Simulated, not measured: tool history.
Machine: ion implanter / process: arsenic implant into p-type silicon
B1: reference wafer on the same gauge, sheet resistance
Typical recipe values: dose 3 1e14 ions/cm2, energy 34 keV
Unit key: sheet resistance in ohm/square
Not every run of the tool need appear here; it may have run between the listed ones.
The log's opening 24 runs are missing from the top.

run 25 hour=1909.2 | dose=3 energy=23 | B1=379.66 | sheet_resistance=361.8
-- hour=1996.7 extraction supply calibrated
run 26 hour=1997.2 | dose=3.63 energy=38.5 | B1=380.48 | sheet_resistance=291.77
run 27 hour=2085.5 | dose=2.17 energy=23 | B1=380.1 | sheet_resistance=460.28
run 28 hour=2165.1 | dose=3 energy=34 | B1=380.34 | sheet_resistance=342.1
-- hour=2258.3 Faraday cup replaced and dose calibrated
run 29 hour=2457.9 | dose=3.52 energy=44 | B1=381.77 | sheet_resistance=291.58
run 30 hour=2497.4 | dose=3 energy=34 | B1=381.39 | sheet_resistance=341.36
run 31 hour=2582.4 | dose=2.51 energy=27 | B1=381.23 | sheet_resistance=404.98
run 32 hour=2649.2 | dose=3.47 energy=34 | B1=381.6 | sheet_resistance=306.54
run 33 hour=2748.3 | dose=2.23 energy=46 | B1=382.29 | sheet_resistance=404.13
run 34 hour=2849.2 | dose=2.45 energy=28 | B1=381.82 | sheet_resistance=409.39
run 35 hour=2926.7 | dose=3.6 energy=34 | B1=382.04 | sheet_resistance=299.08
run 36 hour=2966.1 | dose=2.38 energy=34 | B1=382.28 | sheet_resistance=407.44
run 37 hour=3021.1 | dose=3 energy=26 | B1=382.9 | sheet_resistance=357.66
-- hour=3062.9 Faraday cup replaced and dose calibrated
run 38 hour=3114.1 | dose=2.48 energy=43 | B1=382.3 | sheet_resistance=377.74

Predict each of these 3 candidate next runs independently; none follows another, all start after run 38:
run A hour=3114.5 | dose=3 energy=34 | B1=? | sheet_resistance=?
run B hour=3114.5 | dose=2.64 energy=42.5 | B1=? | sheet_resistance=?
run C hour=3114.5 | dose=3.43 energy=25.5 | B1=? | sheet_resistance=?

run=A B1=382.76 sheet_resistance=341.75
run=B B1=382.76 sheet_resistance=362.07
run=C B1=382.76 sheet_resistance=323.47
Take away the tool's hidden state, keep each run's random variation, and the runs would have read:
run=A sheet_resistance=340.35
run=B sheet_resistance=360.59
run=C sheet_resistance=322.15
